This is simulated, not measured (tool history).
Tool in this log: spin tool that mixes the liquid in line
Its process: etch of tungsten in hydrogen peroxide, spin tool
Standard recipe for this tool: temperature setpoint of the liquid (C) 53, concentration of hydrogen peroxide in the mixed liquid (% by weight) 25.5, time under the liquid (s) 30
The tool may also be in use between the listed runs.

| run | hour | temperature setpoint of the liquid (C) | concentration of hydrogen peroxide in the mixed liquid (% by weight) | time under the liquid (s) | read-back film thickness of the tungsten reference wafer, read on the same gauge (nm) | thickness taken off the tungsten on a monitor wafer (nm) |
|---|---|---|---|---|---|---|
| 1 | 0 | 53 | 25.5 | 30 | 40.02 | 114.82 |
| 2 | 8.3 | 53 | 25.5 | 30 | 39.94 | 115.05 |
| 3 | 24.9 | 53 | 25.5 | 30 | 40.01 | 113.86 |
| 4 | 40.5 | 53 | 25.5 | 30 | 40.01 | 114.26 |
| 5 | 52.8 | 53 | 25.5 | 30 | 40.06 | 113.1 |
| 6 | 59.7 | 53 | 25.5 | 30 | 40.01 | 113.64 |
| 7 | 74.4 | 53 | 25.5 | 30 | 39.98 | 113.92 |
| 8 | 83.3 | 53 | 25.5 | 30 | 40.02 | 114.78 |
| 9 | 95.9 | 53 | 21.5 | 30 | 40.01 | 103.32 |
| 10 | 109.2 | 53 | 21.5 | 30 | 39.99 | 104.26 |
|  | 112.1 | peroxide flow meter replaced |
| 11 | 123.9 | 53 | 21.5 | 30 | 40 | 104.15 |
| 12 | 141.9 | 53 | 25.5 | 30 | 40.01 | 115.34 |
| 13 | 150.5 | 53 | 25.5 | 30 | 40.06 | 114.27 |
|  | 151.8 | heated supply line repaired |
| 14 | 166.6 | 53 | 25.5 | 30 | 40.02 | 114.11 |
| 15 | 178.7 | 61.5 | 19 | 40 | 40 | 214.33 |
|  | 213.4 | gauge calibrated |
| 16 | 214.9 | 53 | 21.5 | 30 | 39.99 | 104.78 |
| 17 | 223.7 | 53 | 25.5 | 30 | 39.94 | 114.49 |
|  | 230.9 | new drum of peroxide connected |
|  | 245.5 | thermometer replaced |
| 18 | 253.3 | 61.5 | 28.5 | 50 | 39.98 | 325.14 |
| 19 | 267.9 | 57.5 | 28 | 30 | 39.96 | 154.41 |
| 20 | 274.3 | 48.5 | 25.5 | 35 | 40.01 | 100.24 |
| 21 | 291.4 | 48 | 28.5 | 25 | 40.01 | 74.29 |
| 22 | 306.2 | 58 | 20.5 | 15 | 40.06 | 68.44 |
| 23 | 316.9 | 53 | 19.5 | 40 | 40 | 132.85 |
| 24 | 327.9 | 62.5 | 19.5 | 30 | 39.97 | 171.42 |
| 25 | 337.4 | 53 | 25.5 | 30 | 39.97 | 113.94 |

For each run, what was the tool's unlogged condition?
liquid colder than its thermometer reads (K): 0 across all the runs
peroxide flow below the setpoint (%): 0 across all the runs
temperature lost on the way to the wafer (K): 0 across all the runs
peroxide weaker than its label (%): 0 across all the runs
gauge reads high (%): 0 across all the runs
